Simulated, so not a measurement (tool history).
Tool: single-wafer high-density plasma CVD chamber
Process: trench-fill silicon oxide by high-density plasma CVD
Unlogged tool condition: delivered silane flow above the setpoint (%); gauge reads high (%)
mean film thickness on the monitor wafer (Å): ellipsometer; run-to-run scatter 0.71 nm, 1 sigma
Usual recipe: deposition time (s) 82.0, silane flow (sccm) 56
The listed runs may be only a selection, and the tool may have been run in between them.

run,hour,deposition time (s),silane flow (sccm),wafers since the last listed run,hours since the silane flow controller was replaced,hours since the gauge calibration,"read-back reference wafer on the same gauge, thickness_nm",mean film thickness on the monitor wafer (Å)
1,0.0,82.0,56,0,3444.7,0.6,376.594,4694.62
2,21.2,82.0,56,213,3465.9,21.8,377.490,4719.45
3,37.1,82.0,56,159,3481.8,37.7,377.830,4711.35
4,50.2,76.0,63,131,3494.9,50.8,378.431,4922.20
5,101.6,76.0,63,516,3546.3,102.2,378.719,4921.24
6,112.4,76.0,63,108,3557.1,113.0,378.797,4911.06
7,128.7,82.0,59,163,3573.4,129.3,378.669,4965.37
8,138.5,82.0,59,98,3583.2,139.1,378.821,4968.31
9,145.2,71.0,53,67,3589.9,145.8,378.412,3878.53
# hour 153.3: gauge calibrated
10,155.8,76.0,63,106,3600.5,2.5,377.512,4887.05
11,163.0,82.0,56,72,3607.7,9.7,377.780,4725.24
# hour 176.5: silane flow controller replaced
12,181.9,82.0,56,109,5.4,28.6,378.354,4735.37
13,192.0,77.1,48,101,15.5,38.7,378.430,3836.12
14,204.5,91.9,63,125,28.0,51.2,378.704,5938.24
15,216.7,97.0,52,122,40.2,63.4,378.925,5205.97
16,234.4,94.0,59,177,57.9,81.1,378.898,5725.82

What differs in the tool's unlogged condition from the final listed run ahead of each entry between runs to the first listed run following it?
Run 9 -> run 10: gauge calibrated (hour 153.3)
  gauge reads high (%): 0.433 -> 0.114
  the result without the hidden state subtracted from the measured one, mean film thickness on the monitor wafer (Å): +16.70 -> +5.58
Run 11 -> run 12: silane flow controller replaced (hour 176.5)
  gauge reads high (%): 0.194 -> 0.351
  the result without the hidden state subtracted from the measured one, mean film thickness on the monitor wafer (Å): +9.14 -> +16.58
